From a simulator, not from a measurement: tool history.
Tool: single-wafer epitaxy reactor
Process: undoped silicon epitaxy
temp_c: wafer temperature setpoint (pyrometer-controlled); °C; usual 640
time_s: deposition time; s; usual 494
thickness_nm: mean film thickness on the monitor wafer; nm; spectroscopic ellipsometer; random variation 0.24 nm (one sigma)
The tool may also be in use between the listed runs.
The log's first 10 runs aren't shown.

run    hour  temp_c  time_s  read-back reference wafer on the same gauge, thickness_nm  thickness_nm
 11   468.7     629     494                                                     67.603        44.797
      478.6  -- gauge calibrated
 12   528.7     640     459                                                     67.594        54.072
 13   564.6     640     459                                                     67.628        54.644
 14   617.8     640     494                                                     67.527        58.294
 15   673.9     640     494                                                     67.566        58.786
 16   741.6     640     494                                                     67.511        58.664
 17   782.4     655     540                                                     67.585        91.034
 18   839.8     635     397                                                     67.586        41.498
      872.5  -- pyrometer calibrated
 19   873.0     630     450                                                     67.583        43.709
 20   910.3     648     447                                                     67.570        66.837
 21   965.6     633     559                                                     67.638        58.262
 22  1027.3     635     448                                                     67.566        48.718
 23  1055.7     625     582                                                     67.534        49.293
 24  1115.9     640     494                                                     67.582        60.359
 25  1155.4     645     411                                                     67.639        55.821
 26  1210.1     640     494                                                     67.563        59.773
 27  1257.6     640     444                                                     67.644        54.090
 28  1291.9     640     589                                                     67.582        71.058
 29  1349.0     640     434                                                     67.607        52.314
 30  1402.6     640     494                                                     67.587        59.539
 31  1473.9     627     444                                                     67.669        38.496
 32  1536.1     640     443                                                     67.674        53.361

Forecast each of these 4 alternatives for the next run:
  A  1536.6     640     427                                                          ?             ?
  B  1536.6     650     522                                                          ?             ?
  C  1536.6     633     455                                                          ?             ?
  D  1536.6     651     494                                                          ?             ?

run  read-back reference wafer on the same gauge, thickness_nm  thickness_nm
  A                                                     67.589        51.165
  B                                                     67.589        79.451
  C                                                     67.589        45.957
  D                                                     67.589        76.986
Without the tool's hidden state the same runs would have given:
run  thickness_nm
  A        52.960
  B        82.173
  C        47.597
  D        79.617
